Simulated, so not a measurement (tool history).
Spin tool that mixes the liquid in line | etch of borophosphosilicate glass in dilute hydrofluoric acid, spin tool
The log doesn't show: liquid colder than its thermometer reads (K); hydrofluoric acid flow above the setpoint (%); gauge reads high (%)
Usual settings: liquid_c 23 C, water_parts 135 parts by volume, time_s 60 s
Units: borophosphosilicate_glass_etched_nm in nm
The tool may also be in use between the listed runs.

run      day  liquid_c  water_parts  time_s  wafers since the last listed run  hours since the thermometer was replaced  hours since the hydrofluoric acid flow meter was replaced  hours since the gauge calibration  read-back film thickness of the borophosphosilicate glass reference wafer, read on the same gauge (nm)  borophosphosilicate_glass_etched_nm
  1        0      26.5          135      60                                 0                                      44.6                                                     1301.3                             1173.5                                                                                                  120.05                                24.92
  2    3.562      26.5          135      60                               852                                     130.1                                                     1386.8                               1259                                                                                                     120                                25.03
  3    7.408        24          135      60                               919                                     222.4                                                     1479.1                             1351.3                                                                                                  119.99                                22.62
  4   11.238        24          135      60                               915                                     314.3                                                       1571                             1443.2                                                                                                  120.03                                22.64
      13.625  -- hydrofluoric acid flow meter replaced
  5   14.042        23          135      65                               660                                     381.6                                                         10                             1510.5                                                                                                  119.96                                23.04
  6   16.442        23          135      60                               574                                     439.2                                                       67.6                             1568.1                                                                                                  119.97                                21.26
  7   19.508        23          135      60                               733                                     512.8                                                      141.2                             1641.7                                                                                                  120.02                                 21.5
  8   23.129        23          165      60                               866                                     599.7                                                      228.1                             1728.6                                                                                                  120.01                                16.91
  9   25.375        23          180      80                               537                                     653.6                                                        282                             1782.5                                                                                                  119.96                                20.34
      25.958  -- thermometer replaced
 10   28.946      20.5          165      70                               844                                      71.7                                                      367.7                             1868.2                                                                                                     120                                18.07
 11   31.329        23          110      40                               570                                     128.9                                                      424.9                             1925.4                                                                                                  119.99                                18.08
 12   36.258        23          180      60                              1179                                     247.2                                                      543.2                             2043.7                                                                                                  120.07                                15.37
 13   39.192        26           85      85                               701                                     317.6                                                      613.6                             2114.1                                                                                                     120                                58.11
 14   43.112        23          160      70                               937                                     411.7                                                      707.7                             2208.2                                                                                                  120.02                                20.64
 15   46.262      25.5           95      95                               753                                     487.3                                                      783.3                             2283.8                                                                                                  120.03                                56.29
 16   51.367      25.5          100      40                              1220                                     609.8                                                      905.8                             2406.3                                                                                                     120                                22.28
 17   53.029        23          160      70                               397                                     649.7                                                      945.7                             2446.2                                                                                                  119.95                                20.69
 18     54.9        23          110      60                               447                                     694.6                                                      990.6                             2491.1                                                                                                  120.04                                27.26
      57.075  -- gauge calibrated
      57.421  -- thermometer replaced
 19   57.908        23          115      60                               709                                      11.7                                                     1062.8                                 20                                                                                                  119.99                                25.98
 20   61.242        25          105      60                               797                                      91.7                                                     1142.8                                100                                                                                                  120.01                                31.12
 21   63.333        23          135      60                               500                                     141.9                                                       1193                              150.2                                                                                                     120                                21.63
 22   65.025        18          135      30                               404                                     182.5                                                     1233.6                              190.8                                                                                                  119.99                                 8.88
 23   69.142        23          135      50                               984                                     281.3                                                     1332.4                              289.6                                                                                                  120.02                                17.99
 24   71.546      27.5          135      80                               575                                       339                                                     1390.1                              347.3                                                                                                  119.99                                34.38
 25     74.3        19           65      30                               658                                     405.1                                                     1456.2                              413.4                                                                                                  120.03                                20.74
 26   77.912        23          135      60                               864                                     491.8                                                     1542.9                              500.1                                                                                                     120                                21.73
      85.179  -- hydrofluoric acid flow meter replaced
 27   85.554      25.5          190      60                              1818                                     675.2                                                          9                              683.5                                                                                                  119.96                                15.68
      86.875  -- thermometer replaced
 28   88.125        23          170      85                               605                                        30                                                       70.7                              745.2                                                                                                  119.98                                23.11
 29   90.038        23          135      60                               457                                      75.9                                                      116.6                              791.1                                                                                                  119.94                                21.31
 30  101.946        20          135      70                              2848                                     361.7                                                      402.4                             1076.9                                                                                                     120                                22.17
 31  103.754        23           85      30                               432                                     405.1                                                      445.8                             1120.3                                                                                                  120.06                                18.09

The tool's hidden state at each run:
liquid colder than its thermometer reads (K): 0 in every run
gauge reads high (%): 0 in every run
H1: hydrofluoric acid flow above the setpoint (%)
run      H1
  1    1.69
  2    1.79
  3    1.91
  4    2.02
  5    0.05
  6    0.12
  7    0.21
  8   0.315
  9   0.381
 10   0.485
 11   0.555
 12   0.699
 13   0.784
 14   0.899
 15   0.991
 16    1.14
 17    1.19
 18    1.24
 19    1.33
 20    1.43
 21    1.49
 22    1.54
 23    1.66
 24    1.73
 25    1.81
 26    1.92
 27  0.0672
 28   0.142
 29   0.198
 30   0.546
 31   0.599
